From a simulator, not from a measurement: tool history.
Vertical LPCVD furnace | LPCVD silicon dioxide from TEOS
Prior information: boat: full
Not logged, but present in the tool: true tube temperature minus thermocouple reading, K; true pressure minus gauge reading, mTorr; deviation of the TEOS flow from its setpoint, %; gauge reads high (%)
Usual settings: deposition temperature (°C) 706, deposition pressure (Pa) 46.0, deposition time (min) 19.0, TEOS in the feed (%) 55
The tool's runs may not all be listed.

| run | hour | deposition temperature (°C) | deposition pressure (Pa) | deposition time (min) | TEOS in the feed (%) | wafers since the last listed run | hours since the last temperature calibration | hours since the pressure gauge was zeroed | hours since the TEOS flow controller was replaced | hours since the gauge calibration | read-back reference wafer on the same gauge, thickness | film thickness on the monitor wafer in the middle of the boat (Å) |
|---|---|---|---|---|---|---|---|---|---|---|---|---|
| 1 | 0.0 | 706 | 46.0 | 14.0 | 47 | 0 | 1447.3 | 1151.9 | 4251.2 | 858.5 | 155.21 | 1119.4 |
| 2 | 278.4 | 706 | 46.0 | 14.0 | 47 | 6974 | 1725.7 | 1430.3 | 4529.6 | 1136.9 | 154.98 | 1122.5 |
| 3 | 377.5 | 706 | 46.0 | 19.0 | 55 | 2482 | 1824.8 | 1529.4 | 4628.7 | 1236.0 | 155.10 | 1638.5 |
| 4 | 420.2 | 706 | 46.0 | 19.0 | 55 | 1069 | 1867.5 | 1572.1 | 4671.4 | 1278.7 | 155.09 | 1646.3 |
| 5 | 521.5 | 706 | 53.3 | 19.0 | 55 | 2537 | 1968.8 | 1673.4 | 4772.7 | 1380.0 | 154.91 | 1777.0 |
| 6 | 558.5 | 706 | 53.3 | 19.0 | 55 | 926 | 2005.8 | 1710.4 | 4809.7 | 1417.0 | 154.93 | 1776.4 |
| 7 | 613.0 | 706 | 46.0 | 13.5 | 55 | 1365 | 2060.3 | 1764.9 | 4864.2 | 1471.5 | 154.94 | 1163.7 |
| 8 | 682.4 | 706 | 46.0 | 19.0 | 55 | 1738 | 2129.7 | 1834.3 | 4933.6 | 1540.9 | 155.29 | 1630.8 |
| 9 | 764.5 | 706 | 46.0 | 19.0 | 55 | 2056 | 2211.8 | 1916.4 | 5015.7 | 1623.0 | 154.92 | 1651.3 |
| 10 | 829.8 | 706 | 46.0 | 19.0 | 55 | 1635 | 2277.1 | 1981.7 | 5081.0 | 1688.3 | 155.12 | 1654.2 |
| 11 | 886.1 | 706 | 46.0 | 19.0 | 55 | 1410 | 2333.4 | 2038.0 | 5137.3 | 1744.6 | 155.10 | 1646.6 |
|  | 945.1 | thermocouples replaced and temperature profile calibrated |
| 12 | 985.0 | 706 | 41.3 | 19.0 | 51 | 1876 | 39.9 | 2136.9 | 5236.2 | 1843.5 | 154.87 | 1420.5 |
| 13 | 1061.3 | 706 | 46.0 | 19.0 | 55 | 1911 | 116.2 | 2213.2 | 5312.5 | 1919.8 | 154.97 | 1560.1 |
| 14 | 1128.8 | 706 | 46.0 | 19.0 | 55 | 1690 | 183.7 | 2280.7 | 5380.0 | 1987.3 | 155.10 | 1571.6 |
| 15 | 1170.0 | 706 | 46.0 | 19.0 | 55 | 1032 | 224.9 | 2321.9 | 5421.2 | 2028.5 | 154.99 | 1574.5 |
| 16 | 1272.8 | 706 | 46.0 | 19.0 | 55 | 2575 | 327.7 | 2424.7 | 5524.0 | 2131.3 | 154.97 | 1583.5 |
| 17 | 1373.4 | 715 | 40.0 | 22.0 | 64 | 2520 | 428.3 | 2525.3 | 5624.6 | 2231.9 | 154.92 | 2290.6 |
| 18 | 1465.2 | 702 | 46.0 | 24.5 | 55 | 2299 | 520.1 | 2617.1 | 5716.4 | 2323.7 | 155.02 | 1900.6 |
| 19 | 1549.5 | 715 | 56.7 | 16.0 | 66 | 2111 | 604.4 | 2701.4 | 5800.7 | 2408.0 | 155.18 | 2029.6 |
|  | 1570.5 | gauge calibrated |
|  | 1627.5 | pressure gauge zeroed |
| 20 | 1628.0 | 706 | 54.0 | 19.0 | 55 | 1365 | 682.9 | 0.5 | 5879.2 | 57.5 | 154.76 | 1758.1 |
| 21 | 1702.2 | 706 | 46.0 | 24.0 | 55 | 1858 | 757.1 | 74.7 | 5953.4 | 131.7 | 155.15 | 2038.3 |
| 22 | 1773.9 | 706 | 52.0 | 25.5 | 55 | 1796 | 828.8 | 146.4 | 6025.1 | 203.4 | 155.28 | 2295.4 |
|  | 1804.7 | TEOS flow controller replaced |
| 23 | 1823.2 | 706 | 37.3 | 13.0 | 55 | 633 | 878.1 | 195.7 | 18.5 | 252.7 | 155.15 | 1007.2 |
| 24 | 1917.8 | 694 | 38.7 | 26.5 | 49 | 2369 | 972.7 | 290.3 | 113.1 | 347.3 | 154.81 | 1473.6 |
| 25 | 1957.9 | 715 | 37.3 | 15.5 | 60 | 1004 | 1012.8 | 330.4 | 153.2 | 387.4 | 155.17 | 1520.5 |
| 26 | 2026.8 | 701 | 39.3 | 19.0 | 55 | 1726 | 1081.7 | 399.3 | 222.1 | 456.3 | 154.79 | 1347.0 |
| 27 | 2086.0 | 706 | 34.7 | 19.0 | 55 | 1483 | 1140.9 | 458.5 | 281.3 | 515.5 | 154.73 | 1423.7 |
| 28 | 2189.0 | 706 | 46.0 | 19.0 | 55 | 2580 | 1243.9 | 561.5 | 384.3 | 618.5 | 154.97 | 1638.2 |
| 29 | 2279.0 | 706 | 41.3 | 24.5 | 55 | 2254 | 1333.9 | 651.5 | 474.3 | 708.5 | 154.95 | 1991.9 |
| 30 | 2328.0 | 706 | 54.7 | 19.0 | 55 | 1227 | 1382.9 | 700.5 | 523.3 | 757.5 | 155.11 | 1777.0 |
| 31 | 2391.8 | 706 | 35.3 | 15.5 | 55 | 1598 | 1446.7 | 764.3 | 587.1 | 821.3 | 155.29 | 1169.2 |

What differs in the tool's unlogged condition from the final listed run ahead of each entry between runs to the first listed run following it?
After run 11, before run 12: thermocouples replaced and temperature profile calibrated (hour 945.1)
  true tube temperature minus thermocouple reading, K: 2.67 -> 0.243
  measured less the result without the state, film thickness on the monitor wafer in the middle of the boat (Å): +97.7 -> +7.8
After run 19, before run 20: gauge calibrated (hour 1570.5); pressure gauge zeroed (hour 1627.5)
  true tube temperature minus thermocouple reading, K: 1.6 -> 1.72
  measured less the result without the state, film thickness on the monitor wafer in the middle of the boat (Å): +71.9 -> +67.9
After run 22, before run 23: TEOS flow controller replaced (hour 1804.7)
  true tube temperature minus thermocouple reading, K: 1.9 -> 1.96
  measured less the result without the state, film thickness on the monitor wafer in the middle of the boat (Å): +98.0 -> +44.3
